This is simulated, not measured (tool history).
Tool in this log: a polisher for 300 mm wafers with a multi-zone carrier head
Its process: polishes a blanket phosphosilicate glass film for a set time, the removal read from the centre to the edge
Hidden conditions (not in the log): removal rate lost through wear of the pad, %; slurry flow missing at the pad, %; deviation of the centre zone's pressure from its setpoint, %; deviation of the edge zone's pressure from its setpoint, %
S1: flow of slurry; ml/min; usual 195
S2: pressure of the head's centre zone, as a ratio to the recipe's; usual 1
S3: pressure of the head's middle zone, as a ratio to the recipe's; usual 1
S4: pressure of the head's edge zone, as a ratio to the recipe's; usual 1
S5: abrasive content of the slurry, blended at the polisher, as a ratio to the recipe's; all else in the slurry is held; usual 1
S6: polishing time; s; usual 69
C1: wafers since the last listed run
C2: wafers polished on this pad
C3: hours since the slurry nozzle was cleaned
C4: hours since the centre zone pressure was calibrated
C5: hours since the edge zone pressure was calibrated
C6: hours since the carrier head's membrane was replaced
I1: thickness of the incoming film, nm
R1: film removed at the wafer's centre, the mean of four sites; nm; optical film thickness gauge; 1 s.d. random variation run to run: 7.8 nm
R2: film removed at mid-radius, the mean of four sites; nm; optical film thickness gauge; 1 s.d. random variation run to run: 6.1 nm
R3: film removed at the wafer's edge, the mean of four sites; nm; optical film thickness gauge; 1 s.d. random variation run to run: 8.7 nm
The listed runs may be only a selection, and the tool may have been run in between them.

Run 1, day 0: usual settings but S1 170 ml/min, S3 0.91, S5 0.8; C1 0; C2 2116; C3 189.7; C4 65.9; C5 181.2; C6 992.2; I1 3402.2. Result: R1 462 nm, R2 440.1 nm, R3 454.9 nm.
At day 0.696: worn pad replaced by a new one.
Run 2, day 1.392: usual settings but S4 1.11, S6 56 s; C1 298; C2 170; C3 223.1; C4 99.3; C5 214.6; C6 1025.6; I1 3393.5. Result: R1 470.2 nm, R2 483.3 nm, R3 508.5 nm.
Run 3, day 2.217: usual settings but S1 245 ml/min, S3 0.92, S5 0.75; C1 201; C2 371; C3 242.9; C4 119.1; C5 234.4; C6 1045.4; I1 3380.9. Result: R1 522.8 nm, R2 507.4 nm, R3 527.8 nm.
Run 4, day 2.862: usual settings but S5 1.1, S6 50 s; C1 157; C2 528; C3 258.4; C4 134.6; C5 249.9; C6 1060.9; I1 3408.9. Result: R1 416.7 nm, R2 415.2 nm, R3 424.4 nm.
Run 5, day 3.729: usual settings; C1 211; C2 740; C3 279.2; C4 155.4; C5 270.7; C6 1081.7; I1 3381.1. Result: R1 544.2 nm, R2 554.5 nm, R3 548.3 nm.
Run 6, day 4.725: usual settings; C1 243; C2 983; C3 303.1; C4 179.3; C5 294.6; C6 1105.6; I1 3447. Result: R1 534 nm, R2 536 nm, R3 532.4 nm.
Run 7, day 5.7: usual settings but S1 175 ml/min, S6 60 s; C1 237; C2 1221; C3 326.5; C4 202.7; C5 318; C6 1129; I1 3419.7. Result: R1 457.7 nm, R2 459.1 nm, R3 444.5 nm.
Run 8, day 6.279: usual settings but S2 0.94, S5 1.1; C1 141; C2 1362; C3 340.4; C4 216.6; C5 331.9; C6 1142.9; I1 3326.2. Result: R1 506 nm, R2 549.6 nm, R3 554.5 nm.
Run 9, day 7.558: usual settings; C1 312; C2 1674; C3 371.1; C4 247.3; C5 362.6; C6 1173.6; I1 3419.8. Result: R1 528.3 nm, R2 528.3 nm, R3 520 nm.
Run 10, day 8.517: usual settings; C1 233; C2 1908; C3 394.1; C4 270.3; C5 385.6; C6 1196.6; I1 3368.4. Result: R1 519.2 nm, R2 525 nm, R3 525.7 nm.
At day 9.258: worn pad replaced by a new one.
Run 11, day 9.479: usual settings but S3 0.96, S5 1.15; C1 194; C2 53; C3 417.2; C4 293.4; C5 408.7; C6 1219.7; I1 3395. Result: R1 620.2 nm, R2 609.9 nm, R3 631.3 nm.
At day 9.858: carrier head's membrane replaced by a new one.
Run 12, day 10.571: usual settings but S1 260 ml/min, S4 1.08; C1 215; C2 269; C3 443.4; C4 319.6; C5 434.9; C6 17.1; I1 3331.3. Result: R1 574.6 nm, R2 609.1 nm, R3 605.8 nm.
Run 13, day 11.383: usual settings but S1 170 ml/min, S2 1.12, S4 0.91; C1 198; C2 467; C3 462.9; C4 339.1; C5 454.4; C6 36.6; I1 3382.7. Result: R1 594.6 nm, R2 538.4 nm, R3 501.4 nm.
Run 14, day 12.212: usual settings but S1 250 ml/min, S2 1.11, S3 1.08, S5 1.1; C1 202; C2 670; C3 482.8; C4 359; C5 474.3; C6 56.5; I1 3342.9. Result: R1 634.2 nm, R2 622.4 nm, R3 574.4 nm.
Run 15, day 13.25: usual settings; C1 253; C2 923; C3 507.7; C4 383.9; C5 499.2; C6 81.4; I1 3362.4. Result: R1 523.6 nm, R2 531.6 nm, R3 531.5 nm.
Run 16, day 13.933: usual settings; C1 166; C2 1090; C3 524.1; C4 400.3; C5 515.6; C6 97.8; I1 3395.5. Result: R1 529 nm, R2 528.2 nm, R3 537.6 nm.
Run 17, day 14.808: usual settings but S1 170 ml/min, S2 1.05, S6 89 s; C1 213; C2 1303; C3 545.1; C4 421.3; C5 536.6; C6 118.8; I1 3408.9. Result: R1 687.2 nm, R2 652.3 nm, R3 654.8 nm.
Run 18, day 15.829: usual settings but S1 240 ml/min, S2 0.95, S6 87 s; C1 249; C2 1552; C3 569.6; C4 445.8; C5 561.1; C6 143.3; I1 3382. Result: R1 626.1 nm, R2 686.8 nm, R3 666.7 nm.
Run 19, day 16.746: usual settings but S1 250 ml/min, S2 1.11, S3 1.08, S5 1.1; C1 223; C2 1776; C3 591.6; C4 467.8; C5 583.1; C6 165.3; I1 3412.1. Result: R1 609.3 nm, R2 600.1 nm, R3 555.3 nm.
Run 20, day 17.288: usual settings; C1 132; C2 1908; C3 604.6; C4 480.8; C5 596.1; C6 178.3; I1 3433. Result: R1 511.4 nm, R2 521.5 nm, R3 522.1 nm.
At day 18.275: worn pad replaced by a new one.
Run 21, day 18.412: usual settings but S4 1.07, S5 0.7; C1 233; C2 33; C3 631.6; C4 507.8; C5 623.1; C6 205.3; I1 3362.3. Result: R1 513.7 nm, R2 523.2 nm, R3 532.1 nm.
Run 22, day 19.008: usual settings but S4 1.05, S6 89 s; C1 145; C2 178; C3 645.9; C4 522.1; C5 637.4; C6 219.6; I1 3392.3. Result: R1 739.2 nm, R2 745.8 nm, R3 745.8 nm.

For each run, the measured value with the value that run would have given without the tool's hidden condition subtracted. The run-to-run variation is shared by both, the gauge scatter possibly not:
run      R1      R2      R3
  1   -83.6   -79.6   -82.4
  2     -19   -19.6   -20.6
  3   -37.5   -36.4   -37.8
  4   -38.3   -38.1     -39
  5   -61.8     -63   -62.3
  6   -70.9   -71.1   -70.7
  7   -67.1   -67.3   -65.2
  8   -77.4   -84.2   -84.9
  9   -86.5   -86.5   -85.1
 10   -87.9   -88.9     -89
 11   -19.9   -19.6   -20.2
 12     -45   -47.8   -47.6
 13   -62.7   -56.7   -52.9
 14   -80.7   -79.2   -73.1
 15   -77.4   -78.7   -78.6
 16   -83.9   -83.8   -85.2
 17  -116.2  -110.4  -110.8
 18  -111.7  -122.5    -119
 19  -112.4  -110.7  -102.4
 20   -95.8   -97.7   -97.8
 21   -17.3   -17.6   -17.9
 22   -45.5   -45.9   -45.9
